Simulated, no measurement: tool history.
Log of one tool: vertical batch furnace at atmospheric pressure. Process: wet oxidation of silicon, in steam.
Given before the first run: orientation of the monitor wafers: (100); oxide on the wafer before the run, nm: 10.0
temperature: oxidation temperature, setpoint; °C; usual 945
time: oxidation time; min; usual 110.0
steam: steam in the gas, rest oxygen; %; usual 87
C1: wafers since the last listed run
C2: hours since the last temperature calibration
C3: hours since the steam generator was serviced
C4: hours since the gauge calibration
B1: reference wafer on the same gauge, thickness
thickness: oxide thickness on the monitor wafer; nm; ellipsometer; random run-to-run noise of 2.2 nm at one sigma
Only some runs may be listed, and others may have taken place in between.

run 1 day=0.000 | temperature=945 time=110.0 steam=87 | C1=0 C2=3098.3 C3=1340.8 C4=640.0 | B1=393.02 | thickness=397.23
run 2 day=2.512 | temperature=945 time=110.0 steam=87 | C1=725 C2=3158.6 C3=1401.1 C4=700.3 | B1=393.39 | thickness=397.57
run 3 day=3.996 | temperature=945 time=110.0 steam=87 | C1=428 C2=3194.2 C3=1436.7 C4=735.9 | B1=393.03 | thickness=400.16
run 4 day=6.117 | temperature=945 time=110.0 steam=87 | C1=612 C2=3245.1 C3=1487.6 C4=786.8 | B1=393.19 | thickness=396.47
run 5 day=8.425 | temperature=945 time=110.0 steam=87 | C1=666 C2=3300.5 C3=1543.0 C4=842.2 | B1=393.43 | thickness=397.80
-- day=12.992 gauge calibrated
-- day=15.275 thermocouples replaced and temperature profile calibrated
run 6 day=15.296 | temperature=945 time=110.0 steam=87 | C1=1695 C2=0.5 C3=1707.9 C4=55.3 | B1=393.57 | thickness=395.95
run 7 day=17.800 | temperature=945 time=110.0 steam=87 | C1=723 C2=60.6 C3=1768.0 C4=115.4 | B1=393.35 | thickness=394.51
run 8 day=19.538 | temperature=954 time=142.5 steam=87 | C1=501 C2=102.3 C3=1809.7 C4=157.1 | B1=393.09 | thickness=519.21
-- day=20.992 steam generator serviced
run 9 day=21.054 | temperature=938 time=91.5 steam=80 | C1=149 C2=138.7 C3=1.5 C4=193.5 | B1=392.73 | thickness=324.61
run 10 day=22.908 | temperature=963 time=91.0 steam=97 | C1=535 C2=183.2 C3=46.0 C4=238.0 | B1=392.72 | thickness=457.78
run 11 day=24.162 | temperature=945 time=110.0 steam=87 | C1=362 C2=213.3 C3=76.1 C4=268.1 | B1=393.23 | thickness=419.11
run 12 day=26.904 | temperature=945 time=80.5 steam=87 | C1=791 C2=279.1 C3=141.9 C4=333.9 | B1=393.20 | thickness=330.31
run 13 day=27.971 | temperature=962 time=84.5 steam=83 | C1=308 C2=304.7 C3=167.5 C4=359.5 | B1=393.00 | thickness=381.63
run 14 day=30.783 | temperature=934 time=135.5 steam=80 | C1=812 C2=372.2 C3=235.0 C4=427.0 | B1=393.26 | thickness=412.35
run 15 day=33.446 | temperature=945 time=110.0 steam=87 | C1=768 C2=436.1 C3=298.9 C4=490.9 | B1=392.92 | thickness=415.59

Alternative continuations, all from the tool just after run 15; predict every row:
run A day=33.671 | temperature=945 time=110.0 steam=87 | C1=64 C2=441.5 C3=304.3 C4=496.3 | B1=? | thickness=?
run B day=33.671 | temperature=935 time=68.5 steam=94 | C1=64 C2=441.5 C3=304.3 C4=496.3 | B1=? | thickness=?
run C day=33.671 | temperature=961 time=58.5 steam=82 | C1=64 C2=441.5 C3=304.3 C4=496.3 | B1=? | thickness=?

run=A B1=392.88 thickness=412.31
run=B B1=392.88 thickness=277.86
run=C B1=392.88 thickness=283.69
Without the tool's hidden state the same runs would have given:
run=A thickness=423.66
run=B thickness=286.00
run=C thickness=291.72
